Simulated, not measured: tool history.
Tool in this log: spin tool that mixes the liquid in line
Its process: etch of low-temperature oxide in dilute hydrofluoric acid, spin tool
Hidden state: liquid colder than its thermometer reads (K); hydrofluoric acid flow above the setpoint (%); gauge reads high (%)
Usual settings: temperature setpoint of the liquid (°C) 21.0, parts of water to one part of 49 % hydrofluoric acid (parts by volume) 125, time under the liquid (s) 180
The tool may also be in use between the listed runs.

run,day,temperature setpoint of the liquid (°C),parts of water to one part of 49 % hydrofluoric acid (parts by volume),time under the liquid (s),wafers since the last listed run,hours since the thermometer was replaced,hours since the hydrofluoric acid flow meter was replaced,hours since the gauge calibration,"read-back film thickness of the low-temperature oxide reference wafer, read on the same gauge (nm)",thickness taken off the low-temperature oxide on a monitor wafer (angstrom)
1,0.000,21.0,125,180,0,1295.1,264.2,1040.9,70.01,431.1
2,8.062,21.0,125,180,1286,1488.6,457.7,1234.4,69.97,439.1
3,9.704,21.0,125,180,261,1528.0,497.1,1273.8,70.01,436.7
4,13.725,21.0,125,180,641,1624.5,593.6,1370.3,70.00,436.9
5,16.971,21.0,125,180,517,1702.4,671.5,1448.2,70.00,431.6
# day 20.129: gauge calibrated
6,20.221,21.0,125,180,518,1780.4,749.5,2.2,70.02,434.1
7,21.929,21.0,125,180,272,1821.4,790.5,43.2,70.00,435.7
8,24.804,21.0,145,180,458,1890.4,859.5,112.2,69.98,366.5
9,26.562,21.0,125,180,280,1932.6,901.7,154.4,69.97,430.2
10,28.367,21.0,125,180,287,1975.9,945.0,197.7,69.96,430.8
11,32.242,21.0,125,180,618,2068.9,1038.0,290.7,70.00,433.9
# day 33.404: thermometer replaced
12,35.367,21.0,170,180,491,47.1,1113.0,365.7,70.00,337.7
13,37.104,21.0,170,180,277,88.8,1154.7,407.4,69.98,339.1
14,41.104,21.0,170,180,638,184.8,1250.7,503.4,70.03,344.9
15,44.021,21.0,75,75,465,254.8,1320.7,573.4,69.98,354.9
16,47.425,21.0,125,180,543,336.5,1402.4,655.1,70.03,490.8
# day 48.454: hydrofluoric acid flow meter replaced
17,52.454,21.0,125,180,795,457.2,96.0,775.8,69.99,457.5
18,56.767,18.5,70,95,688,560.7,199.5,879.3,69.98,413.7
19,59.275,21.0,65,90,400,620.9,259.7,939.5,70.05,476.8
20,61.042,26.0,155,245,281,663.3,302.1,981.9,70.03,601.1
21,65.529,21.0,125,180,715,771.0,409.8,1089.6,70.00,459.8
22,67.083,22.5,170,225,247,808.3,447.1,1126.9,70.02,421.0
# day 68.050: gauge calibrated
23,69.083,17.0,125,140,319,856.3,495.1,24.8,69.97,301.9
24,71.025,19.0,125,115,309,902.9,541.7,71.4,69.99,267.0
25,74.304,21.0,125,180,523,981.6,620.4,150.1,70.02,456.5
26,76.667,25.5,185,270,376,1038.3,677.1,206.8,69.98,519.2
27,81.071,23.5,145,225,702,1144.0,782.8,312.5,69.99,528.7
28,83.283,17.0,125,75,353,1197.1,835.9,365.6,69.99,160.8
29,86.700,26.0,125,255,545,1279.1,917.9,447.6,70.00,771.9

Below are 5 alternative next runs, each starting from the tool's condition after run 29. Predict each:
A,86.721,21.0,125,180,3,1279.6,918.4,448.1,?,?
B,86.721,21.0,185,85,3,1279.6,918.4,448.1,?,?
C,86.721,21.0,90,220,3,1279.6,918.4,448.1,?,?
D,86.721,21.0,105,290,3,1279.6,918.4,448.1,?,?
E,86.721,24.0,70,90,3,1279.6,918.4,448.1,?,?

run,"read-back film thickness of the low-temperature oxide reference wafer, read on the same gauge (nm)",thickness taken off the low-temperature oxide on a monitor wafer (angstrom)
A,69.98,449.7
B,69.98,135.2
C,69.98,791.9
D,69.98,880.6
E,69.98,482.4
With no hidden state in the tool, these same runs would have given:
run,thickness taken off the low-temperature oxide on a monitor wafer (angstrom)
A,458.4
B,137.3
C,809.6
D,899.1
E,493.1

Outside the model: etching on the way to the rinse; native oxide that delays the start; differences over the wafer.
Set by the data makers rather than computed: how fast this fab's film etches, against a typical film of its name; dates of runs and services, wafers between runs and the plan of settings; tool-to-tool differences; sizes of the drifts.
